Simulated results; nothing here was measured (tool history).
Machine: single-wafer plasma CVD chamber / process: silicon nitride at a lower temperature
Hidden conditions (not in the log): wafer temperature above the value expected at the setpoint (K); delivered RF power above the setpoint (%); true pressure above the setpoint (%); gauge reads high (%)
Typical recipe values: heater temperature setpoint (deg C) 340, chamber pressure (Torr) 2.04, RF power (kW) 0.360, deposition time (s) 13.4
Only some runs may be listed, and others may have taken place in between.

run,day,heater temperature setpoint (deg C),chamber pressure (Torr),RF power (kW),deposition time (s),wafers since the last listed run,hours since the last thermocouple change,hours since the last RF generator calibration,hours since the last manometer calibration,hours since the showerhead was replaced,hours since the gauge calibration,"read-back reference wafer on the same gauge, thickness_nm",mean film thickness on the monitor wafer (angstrom)
1,0.000,340,2.04,0.360,13.4,0,0.5,1148.1,674.8,5049.6,953.9,17.993,199.27
2,2.012,340,2.04,0.360,13.4,1298,48.8,1196.4,723.1,5097.9,1002.2,18.015,199.06
3,3.729,340,2.04,0.360,13.4,1107,90.0,1237.6,764.3,5139.1,1043.4,18.011,199.27
4,12.529,340,2.04,0.360,13.4,5675,301.2,1448.8,975.5,5350.3,1254.6,18.022,198.78
# day 14.258: showerhead replaced
5,14.279,340,2.04,0.360,13.4,913,343.2,1490.8,1017.5,0.5,1296.6,17.987,198.97
6,15.954,337,2.04,0.360,13.4,1080,383.4,1531.0,1057.7,40.7,1336.8,18.006,196.63
7,18.858,344,2.04,0.410,13.4,1873,453.1,1600.7,1127.4,110.4,1406.5,18.010,210.22
8,21.679,333,2.04,0.360,13.4,1819,520.8,1668.4,1195.1,178.1,1474.2,17.999,198.38
9,24.375,333,2.04,0.360,13.4,1738,585.5,1733.1,1259.8,242.8,1538.9,17.980,199.82
10,26.854,340,2.04,0.360,13.4,1599,645.0,1792.6,1319.3,302.3,1598.4,18.014,198.36
11,29.808,340,2.04,0.360,13.4,1905,715.9,1863.5,1390.2,373.2,1669.3,18.011,197.21
# day 31.967: capacitance manometer re-zeroed and calibrated
# day 32.004: RF generator calibrated
12,32.025,352,2.53,0.360,13.4,1191,769.1,0.5,1.4,426.4,1722.5,17.986,212.22
13,33.900,340,2.39,0.360,11.2,1209,814.1,45.5,46.4,471.4,1767.5,17.980,175.45
# day 34.362: thermocouple changed; heater temperature recalibrated
14,35.000,340,1.55,0.290,14.3,494,15.3,71.9,72.8,497.8,1793.9,18.003,186.92
15,36.512,340,2.54,0.360,15.5,975,51.6,108.2,109.1,534.1,1830.2,18.011,245.63

Run 16 is up next; what results do you expect?
16,38.579,340,2.04,0.360,12.0,1332,101.2,157.8,158.7,583.7,1879.8,?,?

read-back reference wafer on the same gauge, thickness_nm: 18.010
mean film thickness on the monitor wafer (angstrom): 180.79
If the tool had no hidden condition, the same run with the same run-to-run variation would have returned mean film thickness on the monitor wafer (angstrom) 183.69.

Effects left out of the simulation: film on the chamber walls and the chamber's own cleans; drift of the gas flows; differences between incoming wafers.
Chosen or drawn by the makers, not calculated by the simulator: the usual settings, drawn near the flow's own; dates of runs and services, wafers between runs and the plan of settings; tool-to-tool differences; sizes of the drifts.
